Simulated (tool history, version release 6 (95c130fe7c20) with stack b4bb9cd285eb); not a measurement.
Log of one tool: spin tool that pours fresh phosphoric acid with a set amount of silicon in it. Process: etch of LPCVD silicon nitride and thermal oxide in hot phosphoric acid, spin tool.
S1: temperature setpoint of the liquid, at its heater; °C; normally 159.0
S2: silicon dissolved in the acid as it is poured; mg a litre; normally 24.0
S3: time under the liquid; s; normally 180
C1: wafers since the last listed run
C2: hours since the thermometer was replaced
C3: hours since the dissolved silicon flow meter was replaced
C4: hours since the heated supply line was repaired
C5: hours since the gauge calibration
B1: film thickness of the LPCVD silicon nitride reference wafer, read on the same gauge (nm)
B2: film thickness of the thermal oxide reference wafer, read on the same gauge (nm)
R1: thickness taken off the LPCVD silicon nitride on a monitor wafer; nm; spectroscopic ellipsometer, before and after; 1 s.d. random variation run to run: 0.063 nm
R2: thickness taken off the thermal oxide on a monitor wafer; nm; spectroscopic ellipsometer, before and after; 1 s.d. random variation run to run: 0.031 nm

| run | hour | S1 | S2 | S3 | C1 | C2 | C3 | C4 | C5 | B1 | B2 | R1 | R2 |
|---|---|---|---|---|---|---|---|---|---|---|---|---|---|
| 1 | 0.0 | 159.0 | 24.0 | 180 | 0 | 2481.0 | 27.2 | 3294.9 | 531.3 | 110.00 | 130.002 | 13.49 | 0.234 |
|  | 3.4 | thermometer replaced |
| 2 | 26.6 | 159.0 | 24.0 | 180 | 109 | 23.2 | 53.8 | 3321.5 | 557.9 | 109.99 | 130.003 | 14.57 | 0.267 |
| 3 | 56.4 | 159.0 | 24.0 | 180 | 126 | 53.0 | 83.6 | 3351.3 | 587.7 | 110.01 | 129.988 | 14.64 | 0.326 |
| 4 | 82.3 | 157.5 | 32.5 | 180 | 110 | 78.9 | 109.5 | 3377.2 | 613.6 | 109.99 | 129.995 | 14.02 | 0.153 |
| 5 | 95.7 | 157.5 | 32.5 | 180 | 57 | 92.3 | 122.9 | 3390.6 | 627.0 | 110.06 | 130.006 | 13.83 | 0.172 |
| 6 | 113.5 | 159.0 | 24.0 | 180 | 75 | 110.1 | 140.7 | 3408.4 | 644.8 | 110.02 | 129.986 | 14.59 | 0.234 |
|  | 126.7 | heated supply line repaired |
| 7 | 145.9 | 159.0 | 36.0 | 180 | 133 | 142.5 | 173.1 | 19.2 | 677.2 | 109.97 | 129.981 | 14.54 | 0.193 |
| 8 | 161.2 | 159.0 | 40.0 | 180 | 65 | 157.8 | 188.4 | 34.5 | 692.5 | 110.00 | 129.985 | 14.60 | 0.147 |
| 9 | 192.3 | 159.0 | 6.0 | 180 | 132 | 188.9 | 219.5 | 65.6 | 723.6 | 109.98 | 129.981 | 14.53 | 0.446 |
| 10 | 204.9 | 159.0 | 34.0 | 215 | 53 | 201.5 | 232.1 | 78.2 | 736.2 | 109.98 | 129.992 | 17.41 | 0.214 |
|  | 220.0 | gauge calibrated |
| 11 | 253.0 | 159.0 | 24.0 | 290 | 204 | 249.6 | 280.2 | 126.3 | 33.0 | 110.02 | 130.003 | 23.43 | 0.461 |
| 12 | 288.2 | 160.5 | 16.0 | 130 | 149 | 284.8 | 315.4 | 161.5 | 68.2 | 110.01 | 129.999 | 11.04 | 0.218 |
| 13 | 308.8 | 157.5 | 24.0 | 240 | 87 | 305.4 | 336.0 | 182.1 | 88.8 | 109.98 | 129.998 | 18.43 | 0.311 |
| 14 | 357.2 | 159.0 | 24.0 | 180 | 206 | 353.8 | 384.4 | 230.5 | 137.2 | 109.99 | 129.990 | 14.48 | 0.246 |
| 15 | 386.2 | 157.0 | 8.0 | 180 | 123 | 382.8 | 413.4 | 259.5 | 166.2 | 110.03 | 129.989 | 13.55 | 0.374 |
| 16 | 409.2 | 156.5 | 5.5 | 85 | 97 | 405.8 | 436.4 | 282.5 | 189.2 | 110.02 | 129.995 | 6.21 | 0.165 |
| 17 | 421.4 | 159.0 | 24.0 | 180 | 51 | 418.0 | 448.6 | 294.7 | 201.4 | 109.99 | 129.995 | 14.46 | 0.258 |
| 18 | 436.4 | 156.5 | 5.0 | 150 | 63 | 433.0 | 463.6 | 309.7 | 216.4 | 109.96 | 129.994 | 11.07 | 0.290 |
| 19 | 450.5 | 156.5 | 29.0 | 180 | 60 | 447.1 | 477.7 | 323.8 | 230.5 | 109.99 | 129.999 | 13.29 | 0.163 |
| 20 | 473.7 | 159.0 | 24.0 | 180 | 98 | 470.3 | 500.9 | 347.0 | 253.7 | 110.00 | 130.001 | 14.50 | 0.232 |
| 21 | 486.4 | 159.0 | 24.0 | 245 | 54 | 483.0 | 513.6 | 359.7 | 266.4 | 109.99 | 129.979 | 19.59 | 0.337 |
| 22 | 521.1 | 160.5 | 24.0 | 235 | 147 | 517.7 | 548.3 | 394.4 | 301.1 | 110.02 | 129.991 | 19.75 | 0.388 |
| 23 | 550.6 | 157.0 | 24.0 | 180 | 125 | 547.2 | 577.8 | 423.9 | 330.6 | 109.97 | 129.995 | 13.40 | 0.216 |

Hidden state or all else? Some run-to-run changes of R1, split into what the settings, what came in and random variation would give without the hidden state, and what is left for the hidden state (with any gauge scatter that isn't in both results):
Hidden state at play: liquid colder than its thermometer reads (K); dissolved silicon flow below the setpoint (%); temperature lost on the way to the wafer (K); gauge reads high (%).
Run 1 -> 2: thermometer replaced. R1 +1.08 nm: hidden state +1.24, all else -0.16.
Run 11 -> 12: S1 159.0 -> 160.5, S2 24.0 -> 16.0, S3 290 -> 130. R1 -12.39 nm: hidden state +0.12, all else -12.51.
Run 16 -> 17: S1 156.5 -> 159.0, S2 5.5 -> 24.0, S3 85 -> 180. R1 +8.25 nm: hidden state -0.14, all else +8.39.
